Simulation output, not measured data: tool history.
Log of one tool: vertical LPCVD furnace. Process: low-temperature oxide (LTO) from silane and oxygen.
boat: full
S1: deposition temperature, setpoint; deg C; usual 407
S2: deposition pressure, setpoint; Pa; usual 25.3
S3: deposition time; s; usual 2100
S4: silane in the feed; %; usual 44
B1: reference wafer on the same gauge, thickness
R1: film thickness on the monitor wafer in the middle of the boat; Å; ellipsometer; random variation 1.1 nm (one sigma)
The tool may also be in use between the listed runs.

{"run": 1, "day": 0.0, "S1": 407, "S2": 25.3, "S3": 2100, "S4": 44, "B1": 242.78, "R1": 2886.4}
{"run": 2, "day": 6.075, "S1": 407, "S2": 25.3, "S3": 2100, "S4": 44, "B1": 243.29, "R1": 2896.4}
{"run": 3, "day": 13.271, "S1": 407, "S2": 22.7, "S3": 2100, "S4": 50, "B1": 243.02, "R1": 2888.5}
{"run": 4, "day": 16.008, "S1": 404, "S2": 25.3, "S3": 2100, "S4": 42, "B1": 242.88, "R1": 2667.7}
{"run": 5, "day": 18.042, "S1": 404, "S2": 25.3, "S3": 2100, "S4": 42, "B1": 242.96, "R1": 2666.7}
{"run": 6, "day": 20.583, "S1": 407, "S2": 25.3, "S3": 1440, "S4": 44, "B1": 243.24, "R1": 1974.4}
{"run": 7, "day": 22.475, "S1": 407, "S2": 25.3, "S3": 1440, "S4": 44, "B1": 242.97, "R1": 1996.2}
{"run": 8, "day": 26.088, "S1": 407, "S2": 25.3, "S3": 1440, "S4": 44, "B1": 242.72, "R1": 1983.7}
{"day": 28.612, "done": "pressure gauge zeroed"}
{"run": 9, "day": 29.754, "S1": 407, "S2": 25.3, "S3": 2100, "S4": 44, "B1": 243.02, "R1": 3018.6}
{"run": 10, "day": 31.521, "S1": 407, "S2": 25.3, "S3": 2100, "S4": 44, "B1": 243.24, "R1": 3035.4}
{"day": 36.217, "done": "gauge calibrated"}
{"day": 36.479, "done": "thermocouples replaced and temperature profile calibrated"}
{"run": 11, "day": 44.521, "S1": 404, "S2": 25.3, "S3": 2100, "S4": 42, "B1": 243.2, "R1": 2734.7}
{"run": 12, "day": 46.508, "S1": 416, "S2": 30.0, "S3": 1380, "S4": 50, "B1": 243.15, "R1": 2833.9}
{"run": 13, "day": 49.404, "S1": 413, "S2": 25.3, "S3": 1800, "S4": 49, "B1": 243.15, "R1": 2941.7}
{"run": 14, "day": 52.371, "S1": 412, "S2": 27.3, "S3": 1890, "S4": 44, "B1": 243.0, "R1": 3014.1}
{"day": 54.283, "done": "silane flow controller replaced"}
{"run": 15, "day": 54.742, "S1": 397, "S2": 25.3, "S3": 1890, "S4": 50, "B1": 243.2, "R1": 2712.9}
{"run": 16, "day": 58.35, "S1": 407, "S2": 21.3, "S3": 2100, "S4": 36, "B1": 243.11, "R1": 1948.5}
{"run": 17, "day": 61.208, "S1": 407, "S2": 25.3, "S3": 1440, "S4": 44, "B1": 242.96, "R1": 2023.0}
{"run": 18, "day": 64.129, "S1": 407, "S2": 25.3, "S3": 2100, "S4": 44, "B1": 242.81, "R1": 2958.8}
{"run": 19, "day": 68.188, "S1": 396, "S2": 25.3, "S3": 2100, "S4": 44, "B1": 243.03, "R1": 2631.0}
{"run": 20, "day": 72.4, "S1": 407, "S2": 28.7, "S3": 2700, "S4": 44, "B1": 243.05, "R1": 4284.8}
{"run": 21, "day": 75.317, "S1": 407, "S2": 22.7, "S3": 2100, "S4": 50, "B1": 242.86, "R1": 2971.2}

4 ways to go on from here, each from the tool as it stands after run 21. What would each give?
{"run": "A", "day": 75.533, "S1": 407, "S2": 25.3, "S3": 1560, "S4": 44, "B1": "?", "R1": "?"}
{"run": "B", "day": 75.533, "S1": 413, "S2": 31.3, "S3": 1470, "S4": 37, "B1": "?", "R1": "?"}
{"run": "C", "day": 75.533, "S1": 407, "S2": 20.0, "S3": 2100, "S4": 44, "B1": "?", "R1": "?"}
{"run": "D", "day": 75.533, "S1": 407, "S2": 25.3, "S3": 2670, "S4": 44, "B1": "?", "R1": "?"}

run=A B1=242.95 R1=2187.6
run=B B1=242.95 R1=2238.1
run=C B1=242.95 R1=2312.0
run=D B1=242.95 R1=3744.1
Without the tool's hidden state the same runs would have given:
run=A R1=2217.2
run=B R1=2258.9
run=C R1=2356.3
run=D R1=3794.7
